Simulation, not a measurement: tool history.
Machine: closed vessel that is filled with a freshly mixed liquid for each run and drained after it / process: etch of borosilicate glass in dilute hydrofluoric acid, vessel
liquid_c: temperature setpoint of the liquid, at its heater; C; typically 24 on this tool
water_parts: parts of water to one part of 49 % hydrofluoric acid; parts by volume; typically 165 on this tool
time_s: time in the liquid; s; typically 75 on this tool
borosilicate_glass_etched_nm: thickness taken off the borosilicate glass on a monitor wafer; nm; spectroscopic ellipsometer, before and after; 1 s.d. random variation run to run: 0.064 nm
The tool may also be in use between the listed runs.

run,hour,liquid_c,water_parts,time_s,wafers since the last listed run,hours since the thermometer was replaced,hours since the hydrofluoric acid flow meter was replaced,hours since the gauge calibration,"read-back film thickness of the borosilicate glass reference wafer, read on the same gauge (nm)",borosilicate_glass_etched_nm
1,0,24,165,75,0,2067.7,778,64.8,80.02,22.81
2,21.8,24,165,75,2129,2089.5,799.8,86.6,80.01,22.95
3,34.8,24,165,75,1269,2102.5,812.8,99.6,80.01,22.81
4,63,24,165,75,2754,2130.7,841,127.8,79.96,23.01
5,83,24,165,75,1953,2150.7,861,147.8,80,22.75
# hour 112.7: hydrofluoric acid flow meter replaced
6,113.6,24,165,75,2891,2181.3,0.9,178.4,79.99,21.79
7,144.8,24,165,75,3047,2212.5,32.1,209.6,80.02,21.84
8,165.8,24,165,75,2051,2233.5,53.1,230.6,80.03,21.8
# hour 185.5: thermometer replaced
9,187.1,26.5,165,120,1982,1.6,74.4,251.9,80,41.6
10,200.8,27.5,235,55,1338,15.3,88.1,265.6,80.01,12.86
# hour 208.9: gauge calibrated
11,213,24,165,75,1191,27.5,100.3,4.1,80.03,23.79
12,244.7,26,100,100,3096,59.2,132,35.8,79.99,61.21
13,263.1,24,165,75,1797,77.6,150.4,54.2,79.96,23.79
14,295.5,24,190,75,3164,110,182.8,86.6,80.03,20.16
15,309.5,24,165,75,1367,124,196.8,100.6,79.98,23.88
16,326.6,27.5,115,40,1670,141.1,213.9,117.7,80.01,22.13

For each run, the measured value with the value that run would have given without the tool's hidden condition subtracted. The run-to-run variation is shared by both, the gauge scatter possibly not:
What the log doesn't record here: liquid colder than its thermometer reads (K); hydrofluoric acid flow above the setpoint (%); gauge reads high (%).
run,borosilicate_glass_etched_nm
1,-0.72
2,-0.71
3,-0.69
4,-0.69
5,-0.68
6,-1.84
7,-1.82
8,-1.82
9,+0.33
10,+0.12
11,+0.19
12,+0.47
13,+0.23
14,+0.22
15,+0.25
16,+0.22
